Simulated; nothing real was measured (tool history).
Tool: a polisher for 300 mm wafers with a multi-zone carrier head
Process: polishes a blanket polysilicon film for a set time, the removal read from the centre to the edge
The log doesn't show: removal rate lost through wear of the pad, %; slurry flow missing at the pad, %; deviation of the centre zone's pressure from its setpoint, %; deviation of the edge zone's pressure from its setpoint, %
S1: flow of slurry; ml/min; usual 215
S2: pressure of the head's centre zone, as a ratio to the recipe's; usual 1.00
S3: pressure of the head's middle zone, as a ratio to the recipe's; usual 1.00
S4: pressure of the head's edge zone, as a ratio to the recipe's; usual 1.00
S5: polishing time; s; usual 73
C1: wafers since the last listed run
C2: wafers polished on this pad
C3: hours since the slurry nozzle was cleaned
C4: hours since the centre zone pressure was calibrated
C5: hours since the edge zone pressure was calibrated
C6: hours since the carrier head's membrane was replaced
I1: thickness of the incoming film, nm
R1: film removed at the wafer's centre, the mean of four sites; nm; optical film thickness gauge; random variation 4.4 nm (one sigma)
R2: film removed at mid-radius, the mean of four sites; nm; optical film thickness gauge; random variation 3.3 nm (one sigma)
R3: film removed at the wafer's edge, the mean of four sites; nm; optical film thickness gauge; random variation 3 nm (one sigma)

| run | day | S1 | S2 | S3 | S4 | S5 | C1 | C2 | C3 | C4 | C5 | C6 | I1 | R1 | R2 | R3 |
|---|---|---|---|---|---|---|---|---|---|---|---|---|---|---|---|---|
| 1 | 0.000 | 215 | 1.00 | 1.00 | 1.00 | 73 | 0 | 258 | 60.2 | 852.0 | 949.0 | 1739.9 | 1080.5 | 339.2 | 375.5 | 366.5 |
| 2 | 0.996 | 215 | 1.00 | 1.00 | 1.00 | 73 | 149 | 408 | 84.1 | 875.9 | 972.9 | 1763.8 | 1075.0 | 334.1 | 371.8 | 365.5 |
|  | 2.500 | centre zone pressure recalibrated |
|  | 3.508 | edge zone pressure recalibrated |
| 3 | 3.558 | 215 | 1.00 | 1.00 | 1.00 | 73 | 359 | 767 | 145.6 | 25.4 | 1.2 | 1825.3 | 1085.7 | 357.2 | 369.9 | 363.4 |
| 4 | 4.704 | 215 | 1.00 | 1.00 | 1.00 | 73 | 172 | 940 | 173.1 | 52.9 | 28.7 | 1852.8 | 1081.8 | 363.6 | 375.9 | 357.5 |
|  | 5.692 | worn pad replaced by a new one |
| 5 | 5.783 | 215 | 1.00 | 1.00 | 0.95 | 73 | 137 | 13 | 199.0 | 78.8 | 54.6 | 1878.7 | 1062.3 | 373.5 | 373.6 | 356.0 |
| 6 | 6.304 | 215 | 1.00 | 1.00 | 0.95 | 73 | 78 | 92 | 211.5 | 91.3 | 67.1 | 1891.2 | 1082.5 | 363.0 | 371.3 | 355.8 |
| 7 | 7.625 | 215 | 1.00 | 1.00 | 0.95 | 73 | 198 | 290 | 243.2 | 123.0 | 98.8 | 1922.9 | 1080.5 | 365.4 | 371.2 | 357.0 |
|  | 8.121 | slurry nozzle cleaned |
| 8 | 8.938 | 215 | 1.00 | 1.00 | 0.94 | 73 | 190 | 481 | 19.6 | 154.5 | 130.3 | 1954.4 | 1068.0 | 360.1 | 369.1 | 351.1 |
| 9 | 9.962 | 170 | 1.00 | 0.91 | 0.88 | 53 | 153 | 635 | 44.2 | 179.1 | 154.9 | 1979.0 | 1083.9 | 252.0 | 241.1 | 240.3 |
| 10 | 11.004 | 245 | 1.05 | 1.10 | 0.92 | 73 | 156 | 792 | 69.2 | 204.1 | 179.9 | 2004.0 | 1076.1 | 385.1 | 402.6 | 350.7 |
|  | 13.242 | worn pad replaced by a new one |
| 11 | 14.833 | 190 | 1.00 | 1.00 | 1.00 | 73 | 550 | 239 | 161.1 | 296.0 | 271.8 | 2095.9 | 1096.4 | 352.3 | 361.3 | 352.2 |
| 12 | 16.304 | 215 | 1.00 | 1.00 | 0.88 | 73 | 220 | 460 | 196.4 | 331.3 | 307.1 | 2131.2 | 1093.2 | 356.9 | 371.3 | 340.9 |
|  | 16.875 | carrier head's membrane replaced by a new one |
| 13 | 17.042 | 215 | 1.11 | 0.94 | 1.05 | 59 | 79 | 539 | 214.1 | 349.0 | 324.8 | 4.0 | 1094.5 | 324.2 | 286.9 | 303.1 |
|  | 17.375 | slurry nozzle cleaned |
| 14 | 17.983 | 215 | 1.00 | 1.00 | 1.00 | 73 | 135 | 675 | 14.6 | 371.6 | 347.4 | 26.6 | 1075.5 | 355.5 | 373.8 | 367.8 |
| 15 | 18.588 | 145 | 0.93 | 0.90 | 0.92 | 73 | 90 | 765 | 29.1 | 386.1 | 361.9 | 41.1 | 1075.1 | 309.3 | 317.7 | 332.8 |
| 16 | 20.558 | 215 | 1.00 | 0.93 | 1.00 | 73 | 296 | 1061 | 76.4 | 433.4 | 409.2 | 88.4 | 1096.2 | 363.7 | 345.2 | 366.3 |
| 17 | 21.267 | 265 | 1.00 | 1.00 | 1.04 | 88 | 106 | 1168 | 93.4 | 450.4 | 426.2 | 105.4 | 1087.0 | 437.1 | 462.3 | 455.9 |
|  | 21.717 | worn pad replaced by a new one |
| 18 | 22.092 | 215 | 1.00 | 1.00 | 1.00 | 73 | 98 | 56 | 113.2 | 470.2 | 446.0 | 125.2 | 1086.6 | 355.2 | 373.3 | 367.0 |
| 19 | 22.742 | 215 | 1.00 | 1.00 | 1.00 | 73 | 97 | 153 | 128.8 | 485.8 | 461.6 | 140.8 | 1085.3 | 354.6 | 377.2 | 362.5 |

The next listed run, before its measurement:
| 20 | 24.154 | 215 | 1.11 | 1.00 | 1.00 | 73 | 212 | 365 | 162.7 | 519.7 | 495.5 | 174.7 | 1074.9 | ? | ? | ? |

R1: 391.1 nm
R2: 372.4 nm
R3: 367.7 nm
Without the tool's hidden state the same run would have given R1 409.1 nm, R2 372.3 nm, R3 367.7 nm.

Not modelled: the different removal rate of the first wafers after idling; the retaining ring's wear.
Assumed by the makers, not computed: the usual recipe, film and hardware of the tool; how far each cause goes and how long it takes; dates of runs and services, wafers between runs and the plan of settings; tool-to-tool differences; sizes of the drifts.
